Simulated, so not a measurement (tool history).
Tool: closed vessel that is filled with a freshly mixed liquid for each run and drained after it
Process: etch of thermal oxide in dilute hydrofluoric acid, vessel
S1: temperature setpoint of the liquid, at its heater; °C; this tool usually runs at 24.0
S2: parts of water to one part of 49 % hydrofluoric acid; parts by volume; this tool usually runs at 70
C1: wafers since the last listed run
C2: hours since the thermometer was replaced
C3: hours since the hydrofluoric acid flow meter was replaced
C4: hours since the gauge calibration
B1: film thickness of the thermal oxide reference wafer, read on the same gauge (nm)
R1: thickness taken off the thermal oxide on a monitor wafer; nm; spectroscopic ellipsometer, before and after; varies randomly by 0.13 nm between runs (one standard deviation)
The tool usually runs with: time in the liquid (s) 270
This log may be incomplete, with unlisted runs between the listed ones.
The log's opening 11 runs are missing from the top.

{"run": 12, "hour": 642.8, "S1": 24.0, "S2": 45, "time in the liquid (s)": 270, "C1": 5599, "C2": 1733.7, "C3": 460.6, "C4": 1620.2, "B1": 49.98, "R1": 27.21}
{"run": 13, "hour": 688.5, "S1": 24.0, "S2": 45, "time in the liquid (s)": 270, "C1": 4351, "C2": 1779.4, "C3": 506.3, "C4": 1665.9, "B1": 50.0, "R1": 26.92}
{"run": 14, "hour": 751.0, "S1": 24.0, "S2": 45, "time in the liquid (s)": 270, "C1": 5951, "C2": 1841.9, "C3": 568.8, "C4": 1728.4, "B1": 50.0, "R1": 27.14}
{"run": 15, "hour": 805.8, "S1": 24.0, "S2": 70, "time in the liquid (s)": 270, "C1": 5218, "C2": 1896.7, "C3": 623.6, "C4": 1783.2, "B1": 49.99, "R1": 16.77}
{"run": 16, "hour": 848.4, "S1": 24.0, "S2": 100, "time in the liquid (s)": 120, "C1": 4056, "C2": 1939.3, "C3": 666.2, "C4": 1825.8, "B1": 49.98, "R1": 5.04}
{"hour": 910.1, "done": "gauge calibrated"}
{"run": 17, "hour": 916.3, "S1": 28.0, "S2": 90, "time in the liquid (s)": 165, "C1": 6465, "C2": 2007.2, "C3": 734.1, "C4": 6.2, "B1": 49.98, "R1": 9.17}
{"hour": 919.3, "done": "thermometer replaced"}
{"run": 18, "hour": 972.4, "S1": 24.0, "S2": 105, "time in the liquid (s)": 330, "C1": 5246, "C2": 53.1, "C3": 790.2, "C4": 62.3, "B1": 50.02, "R1": 14.14}
{"run": 19, "hour": 1032.5, "S1": 22.5, "S2": 40, "time in the liquid (s)": 270, "C1": 5722, "C2": 113.2, "C3": 850.3, "C4": 122.4, "B1": 50.0, "R1": 30.84}
{"run": 20, "hour": 1085.7, "S1": 24.0, "S2": 70, "time in the liquid (s)": 140, "C1": 5065, "C2": 166.4, "C3": 903.5, "C4": 175.6, "B1": 50.01, "R1": 9.36}
{"run": 21, "hour": 1142.2, "S1": 24.0, "S2": 70, "time in the liquid (s)": 270, "C1": 5380, "C2": 222.9, "C3": 960.0, "C4": 232.1, "B1": 50.0, "R1": 18.1}
{"hour": 1143.5, "done": "hydrofluoric acid flow meter replaced"}
{"run": 22, "hour": 1178.2, "S1": 24.0, "S2": 70, "time in the liquid (s)": 270, "C1": 3332, "C2": 258.9, "C3": 34.7, "C4": 268.1, "B1": 50.0, "R1": 18.09}
{"run": 23, "hour": 1204.4, "S1": 22.0, "S2": 70, "time in the liquid (s)": 270, "C1": 2494, "C2": 285.1, "C3": 60.9, "C4": 294.3, "B1": 49.99, "R1": 16.37}
{"run": 24, "hour": 1266.8, "S1": 26.0, "S2": 40, "time in the liquid (s)": 270, "C1": 5941, "C2": 347.5, "C3": 123.3, "C4": 356.7, "B1": 50.01, "R1": 35.11}
{"run": 25, "hour": 1418.4, "S1": 22.5, "S2": 100, "time in the liquid (s)": 270, "C1": 14435, "C2": 499.1, "C3": 274.9, "C4": 508.3, "B1": 50.0, "R1": 11.25}
{"run": 26, "hour": 1479.3, "S1": 24.0, "S2": 70, "time in the liquid (s)": 270, "C1": 5799, "C2": 560.0, "C3": 335.8, "C4": 569.2, "B1": 50.02, "R1": 17.8}
{"run": 27, "hour": 1504.4, "S1": 24.0, "S2": 70, "time in the liquid (s)": 270, "C1": 2390, "C2": 585.1, "C3": 360.9, "C4": 594.3, "B1": 50.0, "R1": 17.9}
{"run": 28, "hour": 1569.1, "S1": 25.5, "S2": 85, "time in the liquid (s)": 185, "C1": 6160, "C2": 649.8, "C3": 425.6, "C4": 659.0, "B1": 50.02, "R1": 10.41}
{"run": 29, "hour": 1626.9, "S1": 24.0, "S2": 70, "time in the liquid (s)": 270, "C1": 5503, "C2": 707.6, "C3": 483.4, "C4": 716.8, "B1": 49.98, "R1": 17.81}
{"run": 30, "hour": 1682.1, "S1": 24.0, "S2": 70, "time in the liquid (s)": 270, "C1": 5256, "C2": 762.8, "C3": 538.6, "C4": 772.0, "B1": 49.99, "R1": 17.4}
{"run": 31, "hour": 1743.7, "S1": 20.5, "S2": 85, "time in the liquid (s)": 270, "C1": 5865, "C2": 824.4, "C3": 600.2, "C4": 833.6, "B1": 50.01, "R1": 12.28}

Each row is a separate what-if for the run after 31, all from the same tool condition, not one after another. Results?
{"run": "A", "hour": 1744.4, "S1": 24.0, "S2": 70, "time in the liquid (s)": 270, "C1": 66, "C2": 825.1, "C3": 600.9, "C4": 834.3, "B1": "?", "R1": "?"}
{"run": "B", "hour": 1744.4, "S1": 24.0, "S2": 80, "time in the liquid (s)": 345, "C1": 66, "C2": 825.1, "C3": 600.9, "C4": 834.3, "B1": "?", "R1": "?"}
{"run": "C", "hour": 1744.4, "S1": 24.0, "S2": 70, "time in the liquid (s)": 180, "C1": 66, "C2": 825.1, "C3": 600.9, "C4": 834.3, "B1": "?", "R1": "?"}
{"run": "D", "hour": 1744.4, "S1": 22.0, "S2": 55, "time in the liquid (s)": 370, "C1": 66, "C2": 825.1, "C3": 600.9, "C4": 834.3, "B1": "?", "R1": "?"}

run=A B1=49.98 R1=17.45
run=B B1=49.98 R1=19.27
run=C B1=49.98 R1=11.64
run=D B1=49.98 R1=28.54
With no hidden state in the tool, these same runs would have given:
run=A R1=18.27
run=B R1=20.17
run=C R1=12.18
run=D R1=29.91
